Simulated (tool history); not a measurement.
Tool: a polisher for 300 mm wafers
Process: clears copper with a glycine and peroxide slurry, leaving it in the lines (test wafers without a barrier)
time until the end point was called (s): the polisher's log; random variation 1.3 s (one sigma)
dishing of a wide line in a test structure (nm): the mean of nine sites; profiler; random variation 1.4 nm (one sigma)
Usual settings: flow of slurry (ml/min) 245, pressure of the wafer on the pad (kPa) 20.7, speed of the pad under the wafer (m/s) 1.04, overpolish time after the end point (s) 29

run    hour  flow of slurry (ml/min)  pressure of the wafer on the pad (kPa)  speed of the pad under the wafer (m/s)  overpolish time after the end point (s)  wafers since the last listed run  wafers polished on this pad  hours since the slurry nozzle was cleaned  hours since the head pressure was calibrated  incoming thickness of the incoming film, nm  time until the end point was called (s)  dishing of a wide line in a test structure (nm)
  1     0.0                      245                                    20.7                                    1.04                                       29                                 0                         1354                                      141.5                                         889.8                                        540.5                                    108.2                                             81.5
        1.8  -- worn pad replaced by a new one
  2    43.9                      245                                    20.7                                    1.04                                       29                               187                          187                                      185.4                                         933.7                                        536.6                                    106.8                                             81.9
  3    92.7                      245                                    20.7                                    1.04                                       29                               217                          405                                      234.2                                         982.5                                        532.1                                    107.7                                             81.4
       95.5  -- slurry nozzle cleaned
  4   121.9                      245                                    20.7                                    1.04                                       29                               125                          531                                       26.4                                        1011.7                                        530.8                                    105.3                                             82.5
      126.2  -- head pressure recalibrated
  5   239.7                      180                                    20.7                                    1.04                                       29                               516                         1048                                      144.2                                         113.5                                        534.2                                    108.6                                             80.7
  6   282.9                      180                                    20.7                                    1.04                                       29                               192                         1241                                      187.4                                         156.7                                        528.1                                    110.7                                             78.7
      296.0  -- worn pad replaced by a new one
  7   318.7                      180                                    20.7                                    1.04                                       29                               141                          101                                      223.2                                         192.5                                        533.7                                    113.7                                             77.9
  8   372.4                      190                                    20.7                                    1.04                                       29                               239                          341                                      276.9                                         246.2                                        538.3                                    115.8                                             78.9
      379.3  -- slurry nozzle cleaned
  9   437.0                      190                                    20.7                                    1.04                                       29                               283                          625                                       57.7                                         310.8                                        539.3                                    110.6                                             81.6
 10   494.9                      245                                    20.7                                    0.86                                       29                               258                          883                                      115.6                                         368.7                                        526.4                                    117.9                                             76.5
      537.0  -- worn pad replaced by a new one
 11   552.2                      245                                    20.7                                    0.86                                       29                               237                           67                                      172.9                                         426.0                                        544.7                                    122.7                                             73.5
 12   593.0                      245                                    20.7                                    0.86                                       29                               182                          250                                      213.7                                         466.8                                        531.2                                    121.1                                             76.7
 13   620.6                      245                                    20.7                                    1.04                                       29                               123                          373                                      241.3                                         494.4                                        540.4                                    113.8                                             84.5
 14   647.8                      245                                    20.7                                    1.04                                       29                               121                          494                                      268.5                                         521.6                                        541.0                                    110.0                                             78.8
      688.7  -- slurry nozzle cleaned
 15   692.2                      245                                    20.7                                    1.04                                       34                               193                          688                                        3.5                                         566.0                                        533.6                                    105.8                                             93.8
 16   760.8                      245                                    20.7                                    1.04                                       34                               306                          994                                       72.1                                         634.6                                        540.5                                    106.3                                             92.2
 17   815.2                      225                                    14.5                                    1.40                                       37                               242                         1237                                      126.5                                         689.0                                        538.0                                    118.2                                             87.6
      824.3  -- worn pad replaced by a new one
 18   878.3                      245                                    26.9                                    1.38                                       29                               263                          241                                      189.6                                         752.1                                        535.1                                     71.1                                            107.5
 19   925.7                      190                                    26.9                                    1.26                                       35                               211                          452                                      237.0                                         799.5                                        530.7                                     77.0                                            112.4
 20   957.9                      305                                    23.4                                    1.04                                       29                               143                          596                                      269.2                                         831.7                                        529.5                                     98.9                                             87.3
      960.4  -- slurry nozzle cleaned
 21  1013.7                      195                                    15.2                                    1.04                                       29                               244                          840                                       53.3                                         887.5                                        537.8                                    137.3                                             67.6
     1067.8  -- head pressure recalibrated
 22  1076.1                      185                                    26.2                                    0.78                                       25                               269                         1110                                      115.7                                           8.3                                        545.5                                    112.3                                             74.3
     1127.7  -- worn pad replaced by a new one
 23  1145.5                      245                                    20.7                                    1.04                                       29                               291                           79                                      185.1                                          77.7                                        543.8                                    108.2                                             81.5
 24  1215.9                      180                                    20.7                                    1.04                                       29                               314                          393                                      255.5                                         148.1                                        541.2                                    112.2                                             78.1
     1231.0  -- slurry nozzle cleaned
 25  1263.8                      185                                    26.2                                    1.20                                       29                               209                          602                                       32.8                                         196.0                                        538.3                                     79.6                                             97.5
 26  1304.2                      185                                    26.2                                    1.20                                       29                               180                          783                                       73.2                                         236.4                                        533.6                                     81.1                                             98.4
 27  1346.8                      245                                    20.7                                    1.04                                       38                               190                          973                                      115.8                                         279.0                                        527.4                                    104.5                                             95.0
 28  1375.9                      315                                    20.7                                    0.76                                       19                               129                         1103                                      144.9                                         308.1                                        531.4                                    128.3                                             53.3

Forecast each of these 4 alternatives for the next run:
  A  1376.4                      245                                    20.7                                    1.04                                       29                                 2                         1105                                      145.4                                         308.6                                        534.7                                        ?                                                ?
  B  1376.4                      245                                    20.7                                    0.90                                       29                                 2                         1105                                      145.4                                         308.6                                        534.7                                        ?                                                ?
  C  1376.4                      245                                    20.7                                    0.94                                       29                                 2                         1105                                      145.4                                         308.6                                        534.7                                        ?                                                ?
  D  1376.4                      195                                    20.7                                    0.78                                       29                                 2                         1105                                      145.4                                         308.6                                        534.7                                        ?                                                ?

run  time until the end point was called (s)  dishing of a wide line in a test structure (nm)
  A                                    106.6                                             82.7
  B                                    117.9                                             77.7
  C                                    114.5                                             79.2
  D                                    132.9                                             71.7
Without the tool's hidden state the same runs would have given:
run  time until the end point was called (s)  dishing of a wide line in a test structure (nm)
  A                                    104.8                                             83.7
  B                                    115.9                                             78.6
  C                                    112.5                                             80.1
  D                                    130.1                                             72.8

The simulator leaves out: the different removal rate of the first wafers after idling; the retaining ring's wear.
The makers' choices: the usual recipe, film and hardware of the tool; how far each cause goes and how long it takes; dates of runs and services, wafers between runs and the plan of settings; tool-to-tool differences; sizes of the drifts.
